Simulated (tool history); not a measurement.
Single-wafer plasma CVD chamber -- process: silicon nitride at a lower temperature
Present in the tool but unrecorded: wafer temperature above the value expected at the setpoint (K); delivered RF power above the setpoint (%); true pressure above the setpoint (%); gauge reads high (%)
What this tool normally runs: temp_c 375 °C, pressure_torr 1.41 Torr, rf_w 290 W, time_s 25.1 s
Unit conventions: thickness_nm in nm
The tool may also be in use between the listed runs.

| run | hour | temp_c | pressure_torr | rf_w | time_s | wafers since the last listed run | hours since the last thermocouple change | hours since the last RF generator calibration | hours since the last manometer calibration | hours since the showerhead was replaced | hours since the gauge calibration | read-back reference wafer on the same gauge, thickness_nm | thickness_nm |
|---|---|---|---|---|---|---|---|---|---|---|---|---|---|
| 1 | 0.0 | 375 | 1.41 | 290 | 22.7 | 0 | 1352.6 | 2099.5 | 2205.6 | 3998.4 | 2320.3 | 25.996 | 25.822 |
|  | 50.4 | gauge calibrated |
| 2 | 68.4 | 375 | 1.41 | 290 | 22.7 | 1394 | 1421.0 | 2167.9 | 2274.0 | 4066.8 | 18.0 | 26.003 | 25.655 |
| 3 | 108.2 | 375 | 1.41 | 290 | 22.7 | 811 | 1460.8 | 2207.7 | 2313.8 | 4106.6 | 57.8 | 26.016 | 25.975 |
| 4 | 258.9 | 375 | 1.41 | 290 | 25.1 | 3071 | 1611.5 | 2358.4 | 2464.5 | 4257.3 | 208.5 | 26.010 | 28.416 |
|  | 290.2 | capacitance manometer re-zeroed and calibrated |
| 5 | 290.7 | 375 | 1.41 | 290 | 25.1 | 485 | 1643.3 | 2390.2 | 0.5 | 4289.1 | 240.3 | 26.000 | 28.525 |
|  | 313.7 | RF generator calibrated |
| 6 | 333.9 | 375 | 1.41 | 290 | 25.1 | 717 | 1686.5 | 20.2 | 43.7 | 4332.3 | 283.5 | 25.994 | 28.559 |
| 7 | 385.3 | 375 | 1.41 | 290 | 25.1 | 1047 | 1737.9 | 71.6 | 95.1 | 4383.7 | 334.9 | 25.991 | 28.685 |
| 8 | 444.6 | 375 | 1.41 | 290 | 27.6 | 1208 | 1797.2 | 130.9 | 154.4 | 4443.0 | 394.2 | 26.004 | 31.178 |
| 9 | 472.1 | 375 | 1.41 | 290 | 25.1 | 560 | 1824.7 | 158.4 | 181.9 | 4470.5 | 421.7 | 26.007 | 28.572 |
|  | 489.8 | showerhead replaced |
| 10 | 526.8 | 375 | 1.41 | 315 | 28.2 | 951 | 1879.4 | 213.1 | 236.6 | 37.0 | 476.4 | 26.007 | 34.632 |
|  | 579.6 | thermocouple changed; heater temperature recalibrated |
| 11 | 589.0 | 375 | 1.74 | 290 | 26.4 | 1104 | 9.4 | 275.3 | 298.8 | 99.2 | 538.6 | 25.994 | 32.417 |
| 12 | 639.2 | 375 | 1.41 | 290 | 29.2 | 1023 | 59.6 | 325.5 | 349.0 | 149.4 | 588.8 | 26.024 | 33.247 |
| 13 | 688.8 | 375 | 1.41 | 290 | 25.1 | 1010 | 109.2 | 375.1 | 398.6 | 199.0 | 638.4 | 26.024 | 28.764 |
| 14 | 745.8 | 375 | 1.41 | 290 | 25.1 | 1161 | 166.2 | 432.1 | 455.6 | 256.0 | 695.4 | 26.018 | 28.331 |
| 15 | 802.0 | 370 | 1.54 | 310 | 20.6 | 1145 | 222.4 | 488.3 | 511.8 | 312.2 | 751.6 | 25.958 | 25.988 |
| 16 | 835.9 | 386 | 1.32 | 265 | 29.5 | 690 | 256.3 | 522.2 | 545.7 | 346.1 | 785.5 | 26.002 | 29.824 |
| 17 | 901.7 | 375 | 1.41 | 305 | 27.8 | 1341 | 322.1 | 588.0 | 611.5 | 411.9 | 851.3 | 25.976 | 33.123 |
| 18 | 1018.0 | 386 | 1.54 | 315 | 27.5 | 2370 | 438.4 | 704.3 | 727.8 | 528.2 | 967.6 | 25.991 | 34.894 |
| 19 | 1062.2 | 375 | 1.74 | 290 | 26.4 | 900 | 482.6 | 748.5 | 772.0 | 572.4 | 1011.8 | 25.990 | 32.405 |
| 20 | 1114.6 | 366 | 1.70 | 290 | 25.1 | 1068 | 535.0 | 800.9 | 824.4 | 624.8 | 1064.2 | 25.983 | 30.747 |
| 21 | 1140.2 | 375 | 1.41 | 290 | 25.1 | 521 | 560.6 | 826.5 | 850.0 | 650.4 | 1089.8 | 26.037 | 28.493 |
| 22 | 1200.6 | 375 | 1.41 | 290 | 25.1 | 1231 | 621.0 | 886.9 | 910.4 | 710.8 | 1150.2 | 25.985 | 28.454 |
| 23 | 1249.2 | 375 | 1.41 | 290 | 25.1 | 990 | 669.6 | 935.5 | 959.0 | 759.4 | 1198.8 | 26.006 | 28.523 |
| 24 | 1277.1 | 375 | 1.75 | 290 | 23.6 | 568 | 697.5 | 963.4 | 986.9 | 787.3 | 1226.7 | 25.973 | 29.022 |
| 25 | 1311.5 | 390 | 1.67 | 270 | 27.8 | 701 | 731.9 | 997.8 | 1021.3 | 821.7 | 1261.1 | 26.011 | 31.432 |
| 26 | 1351.9 | 366 | 1.41 | 240 | 25.1 | 823 | 772.3 | 1038.2 | 1061.7 | 862.1 | 1301.5 | 26.038 | 23.620 |
| 27 | 1399.0 | 375 | 1.41 | 290 | 25.1 | 960 | 819.4 | 1085.3 | 1108.8 | 909.2 | 1348.6 | 26.019 | 28.593 |
| 28 | 1448.6 | 375 | 1.70 | 240 | 22.6 | 1010 | 869.0 | 1134.9 | 1158.4 | 958.8 | 1398.2 | 26.005 | 22.595 |
| 29 | 1501.7 | 375 | 1.41 | 310 | 21.4 | 1082 | 922.1 | 1188.0 | 1211.5 | 1011.9 | 1451.3 | 26.031 | 26.052 |
| 30 | 1541.4 | 390 | 1.41 | 290 | 25.1 | 809 | 961.8 | 1227.7 | 1251.2 | 1051.6 | 1491.0 | 25.985 | 28.335 |

Across each entry between runs, compare the hidden state at the last listed run before it with the hidden state at the first listed run after it:
Run 1 -> run 2: gauge calibrated (hour 50.4)
  no difference in the tool's unlogged condition between these two runs
Run 4 -> run 5: capacitance manometer re-zeroed and calibrated (hour 290.2)
  no difference in the tool's unlogged condition between these two runs
Run 5 -> run 6: RF generator calibrated (hour 313.7)
  no difference in the tool's unlogged condition between these two runs
Run 9 -> run 10: showerhead replaced (hour 489.8)
  no difference in the tool's unlogged condition between these two runs
Run 10 -> run 11: thermocouple changed; heater temperature recalibrated (hour 579.6)
  no difference in the tool's unlogged condition between these two runs
